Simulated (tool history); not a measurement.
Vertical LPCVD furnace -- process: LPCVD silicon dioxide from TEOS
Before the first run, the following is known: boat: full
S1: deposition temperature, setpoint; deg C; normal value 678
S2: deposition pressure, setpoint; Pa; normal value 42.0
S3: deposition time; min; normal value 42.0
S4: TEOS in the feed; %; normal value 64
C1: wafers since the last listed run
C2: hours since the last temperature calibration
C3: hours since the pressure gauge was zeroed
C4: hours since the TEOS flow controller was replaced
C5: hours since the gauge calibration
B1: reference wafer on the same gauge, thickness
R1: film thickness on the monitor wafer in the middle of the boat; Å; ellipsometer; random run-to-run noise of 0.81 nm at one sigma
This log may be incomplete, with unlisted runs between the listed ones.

| run | hour | S1 | S2 | S3 | S4 | C1 | C2 | C3 | C4 | C5 | B1 | R1 |
|---|---|---|---|---|---|---|---|---|---|---|---|---|
| 1 | 0.0 | 678 | 46.7 | 42.0 | 64 | 0 | 1567.3 | 2956.8 | 2344.7 | 376.1 | 162.83 | 1895.0 |
| 2 | 30.2 | 678 | 46.7 | 42.0 | 64 | 368 | 1597.5 | 2987.0 | 2374.9 | 406.3 | 162.69 | 1911.2 |
| 3 | 44.9 | 678 | 42.0 | 42.0 | 64 | 179 | 1612.2 | 3001.7 | 2389.6 | 421.0 | 163.07 | 1826.7 |
| 4 | 57.6 | 678 | 42.0 | 42.0 | 64 | 155 | 1624.9 | 3014.4 | 2402.3 | 433.7 | 163.20 | 1839.1 |
| 5 | 83.9 | 678 | 42.0 | 42.0 | 64 | 321 | 1651.2 | 3040.7 | 2428.6 | 460.0 | 162.96 | 1821.9 |
| 6 | 119.8 | 678 | 34.7 | 42.0 | 64 | 438 | 1687.1 | 3076.6 | 2464.5 | 495.9 | 163.00 | 1662.6 |
| 7 | 132.8 | 678 | 34.7 | 42.0 | 64 | 158 | 1700.1 | 3089.6 | 2477.5 | 508.9 | 163.03 | 1663.9 |
| 8 | 145.0 | 678 | 34.7 | 42.0 | 64 | 149 | 1712.3 | 3101.8 | 2489.7 | 521.1 | 163.18 | 1659.9 |
| 9 | 178.7 | 678 | 42.0 | 42.0 | 64 | 411 | 1746.0 | 3135.5 | 2523.4 | 554.8 | 163.20 | 1856.8 |
|  | 211.9 | gauge calibrated |
|  | 226.8 | pressure gauge zeroed |
| 10 | 227.3 | 678 | 42.0 | 42.0 | 64 | 300 | 1794.6 | 0.5 | 2572.0 | 15.4 | 162.98 | 1827.6 |
|  | 252.5 | thermocouples replaced and temperature profile calibrated |
| 11 | 253.0 | 683 | 52.0 | 53.5 | 64 | 20 | 0.5 | 26.2 | 2597.7 | 41.1 | 162.92 | 2716.2 |
| 12 | 256.7 | 678 | 42.0 | 42.0 | 60 | 45 | 4.2 | 29.9 | 2601.4 | 44.8 | 163.09 | 1652.7 |
| 13 | 282.8 | 678 | 42.0 | 26.5 | 64 | 318 | 30.3 | 56.0 | 2627.5 | 70.9 | 162.76 | 1074.7 |
| 14 | 299.4 | 668 | 42.0 | 54.5 | 74 | 202 | 46.9 | 72.6 | 2644.1 | 87.5 | 163.10 | 1869.8 |
| 15 | 330.0 | 678 | 42.0 | 42.0 | 64 | 373 | 77.5 | 103.2 | 2674.7 | 118.1 | 163.26 | 1701.9 |
|  | 363.2 | TEOS flow controller replaced |
| 16 | 363.7 | 670 | 42.0 | 42.0 | 64 | 118 | 111.2 | 136.9 | 0.5 | 151.8 | 163.16 | 1410.4 |
| 17 | 374.1 | 678 | 42.0 | 42.0 | 64 | 127 | 121.6 | 147.3 | 10.9 | 162.2 | 163.09 | 1713.0 |
| 18 | 401.6 | 670 | 46.7 | 42.0 | 64 | 335 | 149.1 | 174.8 | 38.4 | 189.7 | 163.14 | 1486.4 |
| 19 | 417.6 | 688 | 50.7 | 33.5 | 58 | 195 | 165.1 | 190.8 | 54.4 | 205.7 | 162.90 | 1808.4 |
| 20 | 449.8 | 678 | 42.0 | 42.0 | 74 | 393 | 197.3 | 223.0 | 86.6 | 237.9 | 162.99 | 1840.2 |
| 21 | 483.7 | 678 | 42.0 | 42.0 | 64 | 414 | 231.2 | 256.9 | 120.5 | 271.8 | 162.97 | 1708.6 |

Difference, measured minus no-hidden-state, one row per run. Run-to-run variation is common to both terms; the gauge's own scatter need not be:
The tool's hidden condition here consists of: true tube temperature minus thermocouple reading, K; true pressure minus gauge reading, mTorr; deviation of the TEOS flow from its setpoint, %; gauge reads high (%).
| run | R1 |
|---|---|
| 1 | +116.3 |
| 2 | +121.6 |
| 3 | +118.3 |
| 4 | +120.8 |
| 5 | +123.3 |
| 6 | +117.2 |
| 7 | +119.0 |
| 8 | +120.2 |
| 9 | +139.5 |
| 10 | +144.6 |
| 11 | +8.8 |
| 12 | +5.4 |
| 13 | +3.5 |
| 14 | +6.4 |
| 15 | +5.9 |
| 16 | +5.2 |
| 17 | +6.3 |
| 18 | +5.8 |
| 19 | +7.0 |
| 20 | +7.9 |
| 21 | +7.9 |
